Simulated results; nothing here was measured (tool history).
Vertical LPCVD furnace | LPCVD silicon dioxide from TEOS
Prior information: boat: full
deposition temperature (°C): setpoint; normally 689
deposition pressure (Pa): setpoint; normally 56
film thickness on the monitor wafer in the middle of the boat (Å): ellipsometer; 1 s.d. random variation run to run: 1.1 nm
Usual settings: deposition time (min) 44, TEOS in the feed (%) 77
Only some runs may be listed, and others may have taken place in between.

run,hour,deposition temperature (°C),deposition pressure (Pa),deposition time (min),TEOS in the feed (%),"read-back reference wafer on the same gauge, thickness",film thickness on the monitor wafer in the middle of the boat (Å)
1,0,689,56,44,77,254.1,2884.3
2,52.9,689,56,44,77,253.97,2899.4
3,129.7,689,56,44,77,253.77,2850.8
4,216,689,56,44,77,253.5,2872.8
5,274.4,689,56,44,77,254.16,2893.7
6,377.9,689,56,44,77,254.36,2890.5
7,457.8,689,56,44,77,253.78,2898.5
8,507.9,689,56,44,77,254.2,2894.2
9,588.3,689,56,44,77,254.57,2867.6
10,788,689,56,44,77,254.46,2873.2
11,869.5,689,56,44,77,253.82,2887.7
12,930.9,689,56,44,77,253.78,2881.9
13,987.4,693,65.3,44,77,254.29,3408.9
14,1092.8,693,65.3,44,77,253.49,3406.7
15,1131.7,693,65.3,44,77,253.66,3425.6
16,1189,689,56,44,66,254.29,2658.2
# hour 1281.3: gauge calibrated
# hour 1309.3: thermocouples replaced and temperature profile calibrated
17,1309.8,699,56,44,77,254.38,3647.6
18,1335,699,60,32,89,254.21,2959.7
# hour 1434.9: TEOS flow controller replaced
19,1495.9,689,56,44,77,254.42,2891.7
20,1561.6,689,56,44,77,254.3,2864
21,1658.2,679,42,44,87,254.33,2076.3
22,1700.1,689,42,44,77,253.97,2484.7
23,1777.3,698,63.3,27.5,77,253.77,2371.6
# hour 1836.3: pressure gauge zeroed
24,1850.3,689,56,44,77,254.13,2864.4
25,1897.8,689,56,44,77,253.62,2880.7
26,1937.4,699,68,36.5,77,254.11,3336
27,2030.1,697,66.7,51,77,253.98,4391.8
28,2109.3,689,56,44,77,253.83,2871.3
29,2194.4,689,59.3,60.5,77,254.23,4059.6
30,2246.3,678,44.7,44,77,254.23,1962.6
31,2323.7,678,63.3,51,77,254.08,2720.3

Here are 4 independent what-if runs from the current tool condition. What would each one return?
A,2327.3,689,56,44,77,?,?
B,2327.3,695,56,52,68,?,?
C,2327.3,684,56,26.5,77,?,?
D,2327.3,689,56,33,77,?,?

run,"read-back reference wafer on the same gauge, thickness",film thickness on the monitor wafer in the middle of the boat (Å)
A,253.97,2859.6
B,253.97,3660.1
C,253.97,1528.1
D,253.97,2144.7
Stripped of hidden state, with their random variation kept, the same runs would have yielded:
run,film thickness on the monitor wafer in the middle of the boat (Å)
A,2859.6
B,3660.1
C,1528.1
D,2144.7
